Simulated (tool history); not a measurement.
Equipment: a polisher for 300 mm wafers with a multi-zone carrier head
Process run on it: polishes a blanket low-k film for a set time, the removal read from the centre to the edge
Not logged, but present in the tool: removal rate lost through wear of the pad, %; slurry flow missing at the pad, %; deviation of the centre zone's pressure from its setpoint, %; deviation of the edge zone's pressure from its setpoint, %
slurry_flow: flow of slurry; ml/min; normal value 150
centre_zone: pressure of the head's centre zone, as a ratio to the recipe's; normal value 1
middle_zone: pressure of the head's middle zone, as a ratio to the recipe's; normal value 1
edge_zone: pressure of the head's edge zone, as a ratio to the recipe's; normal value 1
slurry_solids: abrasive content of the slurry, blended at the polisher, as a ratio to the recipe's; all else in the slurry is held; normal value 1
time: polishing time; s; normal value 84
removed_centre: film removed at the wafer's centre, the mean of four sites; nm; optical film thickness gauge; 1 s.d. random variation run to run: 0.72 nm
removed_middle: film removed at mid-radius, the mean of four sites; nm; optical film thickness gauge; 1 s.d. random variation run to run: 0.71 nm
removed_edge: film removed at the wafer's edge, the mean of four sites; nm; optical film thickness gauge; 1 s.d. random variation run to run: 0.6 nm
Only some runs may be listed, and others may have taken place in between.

run,hour,slurry_flow,centre_zone,middle_zone,edge_zone,slurry_solids,time,wafers since the last listed run,wafers polished on this pad,hours since the slurry nozzle was cleaned,hours since the centre zone pressure was calibrated,hours since the edge zone pressure was calibrated,hours since the carrier head's membrane was replaced,"incoming thickness of the incoming film, nm",removed_centre,removed_middle,removed_edge
1,0,150,1.07,1,1,0.85,84,0,284,701.9,182.9,50.4,1288.2,621.6,47.7,45.7,46.2
2,29.3,150,1,0.94,1.09,1,84,171,456,731.2,212.2,79.7,1317.5,619.9,48.6,47.1,52
3,61.5,150,1,0.94,1.09,1,84,188,645,763.4,244.4,111.9,1349.7,619.4,48.6,46.8,50.6
4,77.1,150,1,1,1,1,84,91,737,779,260,127.5,1365.3,608.6,47.4,48,49.3
# hour 109.2: slurry nozzle cleaned
5,109.5,150,1,1,1,1,84,184,921,0.3,292.4,159.9,1397.7,623.6,47.1,47.1,48.4
# hour 129.6: worn pad replaced by a new one
6,130.1,150,1,1,1.06,1,84,97,3,20.9,313,180.5,1418.3,628.5,53.8,55.5,58.9
7,169.3,190,1,1,1,1,84,229,233,60.1,352.2,219.7,1457.5,622.6,53.6,52.4,53.8
8,192.8,190,1,1,1,1,84,137,370,83.6,375.7,243.2,1481,622.3,50.3,51.9,52.2
9,225.1,150,1,1.07,1,1,84,189,560,115.9,408,275.5,1513.3,615.6,48.1,50.4,50.2
10,246.4,150,1,1,1,1,84,124,685,137.2,429.3,296.8,1534.6,625.2,48.5,48.7,50.1
11,262.7,105,1,1,0.97,1.1,84,95,780,153.5,445.6,313.1,1550.9,610.6,46.1,48,48.7
# hour 279.3: worn pad replaced by a new one
# hour 284.6: centre zone pressure recalibrated
12,288.6,150,1,1,1,1,70,116,42,179.4,4,339,1576.8,614.5,43.6,43.8,46.1
13,321.3,150,0.96,1.08,1,0.75,108,191,234,212.1,36.7,371.7,1609.5,614.7,51.5,56.7,55.5
14,337.7,185,1,1,0.9,1,84,96,330,228.5,53.1,388.1,1625.9,621.7,49.6,52,48.7
# hour 355.5: edge zone pressure recalibrated
15,365.1,150,1,1,1,1,69,148,479,255.9,80.5,9.6,1653.3,628.2,38.2,39.8,40.7
# hour 395.6: carrier head's membrane replaced by a new one
# hour 427.2: worn pad replaced by a new one
16,427.7,150,1,1,1,1,84,314,3,318.5,143.1,72.2,32.1,623,53.4,55,56.1
17,457.6,150,1,1.04,1,1,99,175,178,348.4,173,102.1,62,612,58.5,61.7,62.1
18,485.9,135,0.94,1,1,1,84,165,344,376.7,201.3,130.4,90.3,621.6,45.9,49.1,50
19,577.5,150,1.04,1,1,1,84,537,881,468.3,292.9,222,181.9,621.6,48.5,47.1,48.8
# hour 594.3: worn pad replaced by a new one
20,607.8,125,1,1,1,1.25,84,154,79,498.6,323.2,252.3,212.2,616.8,56.7,57.9,60.1

Run 21 has not been measured yet. What should we expect?
21,636.2,150,0.94,1,1,0.8,84,166,246,527,351.6,280.7,240.6,625.3,?,?,?

removed_centre: 41.6 nm
removed_middle: 44.9 nm
removed_edge: 45.8 nm
Minus the tool's unlogged condition, the same run would have read removed_centre 44.9 nm, removed_middle 48.5 nm, removed_edge 49.5 nm.
